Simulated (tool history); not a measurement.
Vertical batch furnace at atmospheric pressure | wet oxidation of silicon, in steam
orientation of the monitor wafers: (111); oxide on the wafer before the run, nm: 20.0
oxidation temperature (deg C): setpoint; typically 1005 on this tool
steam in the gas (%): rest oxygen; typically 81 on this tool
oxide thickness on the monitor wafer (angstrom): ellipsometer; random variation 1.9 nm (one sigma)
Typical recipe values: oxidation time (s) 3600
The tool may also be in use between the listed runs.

| run | hour | oxidation temperature (deg C) | oxidation time (s) | steam in the gas (%) | wafers since the last listed run | hours since the last temperature calibration | hours since the steam generator was serviced | hours since the gauge calibration | read-back reference wafer on the same gauge, thickness | oxide thickness on the monitor wafer (angstrom) |
|---|---|---|---|---|---|---|---|---|---|---|
| 1 | 0 | 1005 | 4860 | 81 | 0 | 1432.8 | 841.5 | 206.3 | 527.16 | 5455.9 |
| 2 | 30.2 | 1005 | 4860 | 81 | 298 | 1463 | 871.7 | 236.5 | 526.95 | 5471 |
| 3 | 56.8 | 1012 | 3600 | 81 | 262 | 1489.6 | 898.3 | 263.1 | 526.83 | 4698.1 |
| 4 | 91.1 | 1012 | 3600 | 81 | 338 | 1523.9 | 932.6 | 297.4 | 526.79 | 4668.2 |
| 5 | 114.3 | 1012 | 3600 | 81 | 229 | 1547.1 | 955.8 | 320.6 | 527.06 | 4680 |
| 6 | 142.5 | 1005 | 2730 | 81 | 278 | 1575.3 | 984 | 348.8 | 527.4 | 3834.9 |
| 7 | 177.3 | 1005 | 2730 | 81 | 343 | 1610.1 | 1018.8 | 383.6 | 527.27 | 3837.8 |
| 8 | 208.9 | 1005 | 3600 | 85 | 312 | 1641.7 | 1050.4 | 415.2 | 527.18 | 4643.1 |
|  | 254.1 | thermocouples replaced and temperature profile calibrated |
| 9 | 254.6 | 1005 | 3600 | 85 | 214 | 0.5 | 1096.1 | 460.9 | 527.12 | 4555.2 |
| 10 | 259.6 | 1005 | 3600 | 85 | 49 | 5.5 | 1101.1 | 465.9 | 527.44 | 4546.9 |
| 11 | 279.4 | 1005 | 3600 | 81 | 195 | 25.3 | 1120.9 | 485.7 | 527.13 | 4374.9 |
| 12 | 298.2 | 1005 | 3600 | 81 | 185 | 44.1 | 1139.7 | 504.5 | 527.1 | 4400.5 |
| 13 | 313.8 | 1005 | 3600 | 81 | 154 | 59.7 | 1155.3 | 520.1 | 527.01 | 4408.7 |
| 14 | 329.5 | 1005 | 3600 | 81 | 155 | 75.4 | 1171 | 535.8 | 526.33 | 4361.6 |
| 15 | 357.3 | 987 | 1860 | 81 | 274 | 103.2 | 1198.8 | 563.6 | 527.11 | 2595 |
| 16 | 369.7 | 997 | 2490 | 81 | 122 | 115.6 | 1211.2 | 576 | 526.71 | 3357 |
|  | 426.6 | steam generator serviced |
| 17 | 427.1 | 1005 | 2730 | 81 | 329 | 173 | 0.5 | 633.4 | 527.47 | 3793.5 |
| 18 | 432.1 | 987 | 2100 | 73 | 49 | 178 | 5.5 | 638.4 | 526.9 | 2691.5 |
| 19 | 457.9 | 1015 | 3600 | 81 | 254 | 203.8 | 31.3 | 664.2 | 527.34 | 4746.4 |
| 20 | 487 | 997 | 3600 | 81 | 287 | 232.9 | 60.4 | 693.3 | 526.88 | 4320.6 |
| 21 | 505.9 | 988 | 3600 | 75 | 186 | 251.8 | 79.3 | 712.2 | 527.6 | 3900.7 |
| 22 | 528.5 | 1029 | 5310 | 74 | 223 | 274.4 | 101.9 | 734.8 | 527.29 | 6011.1 |
| 23 | 551.8 | 1005 | 4260 | 81 | 230 | 297.7 | 125.2 | 758.1 | 526.93 | 5013.8 |
| 24 | 567.3 | 1005 | 3600 | 81 | 153 | 313.2 | 140.7 | 773.6 | 526.66 | 4498.7 |
| 25 | 597 | 985 | 2490 | 89 | 293 | 342.9 | 170.4 | 803.3 | 527.47 | 3381.8 |
| 26 | 616 | 1015 | 4440 | 81 | 187 | 361.9 | 189.4 | 822.3 | 527.27 | 5391.7 |
| 27 | 646.8 | 1022 | 2580 | 81 | 304 | 392.7 | 220.2 | 853.1 | 526.88 | 4048.6 |
|  | 697.7 | gauge calibrated |
| 28 | 720.3 | 1005 | 3600 | 81 | 725 | 466.2 | 293.7 | 22.6 | 527.08 | 4534.2 |
| 29 | 814.3 | 1005 | 3600 | 81 | 928 | 560.2 | 387.7 | 116.6 | 527.64 | 4501.2 |
| 30 | 840.4 | 1019 | 3600 | 81 | 257 | 586.3 | 413.8 | 142.7 | 526.55 | 4867.7 |
| 31 | 859.9 | 1005 | 3600 | 92 | 192 | 605.8 | 433.3 | 162.2 | 526.7 | 4863.4 |
| 32 | 874.3 | 994 | 4170 | 78 | 142 | 620.2 | 447.7 | 176.6 | 526.89 | 4520.8 |
| 33 | 894.1 | 1017 | 3600 | 81 | 195 | 640 | 467.5 | 196.4 | 527.74 | 4815.3 |
| 34 | 920.4 | 988 | 1920 | 72 | 259 | 666.3 | 493.8 | 222.7 | 526.73 | 2554.1 |
| 35 | 938.3 | 1005 | 4200 | 71 | 176 | 684.2 | 511.7 | 240.6 | 527.47 | 4562.6 |
| 36 | 961.5 | 1015 | 4440 | 81 | 229 | 707.4 | 534.9 | 263.8 | 526.94 | 5364.4 |
| 37 | 977.7 | 1005 | 3600 | 81 | 159 | 723.6 | 551.1 | 280 | 527.19 | 4517.6 |
| 38 | 1007.7 | 1025 | 5190 | 71 | 296 | 753.6 | 581.1 | 310 | 527.31 | 5725.8 |

Below are 4 alternative next runs, each starting from the tool's condition after run 38. Predict each:
| A | 1012.8 | 1005 | 3600 | 81 | 50 | 758.7 | 586.2 | 315.1 | ? | ? |
| B | 1012.8 | 1005 | 2820 | 81 | 50 | 758.7 | 586.2 | 315.1 | ? | ? |
| C | 1012.8 | 1005 | 3600 | 71 | 50 | 758.7 | 586.2 | 315.1 | ? | ? |
| D | 1012.8 | 1020 | 3600 | 90 | 50 | 758.7 | 586.2 | 315.1 | ? | ? |

| run | read-back reference wafer on the same gauge, thickness | oxide thickness on the monitor wafer (angstrom) |
|---|---|---|
| A | 526.78 | 4514.8 |
| B | 526.78 | 3892.2 |
| C | 526.78 | 4168.7 |
| D | 526.78 | 5184.7 |
With no hidden state in the tool, these same runs would have given:
| run | oxide thickness on the monitor wafer (angstrom) |
|---|---|
| A | 4499.3 |
| B | 3876.5 |
| C | 4153 |
| D | 5173.1 |
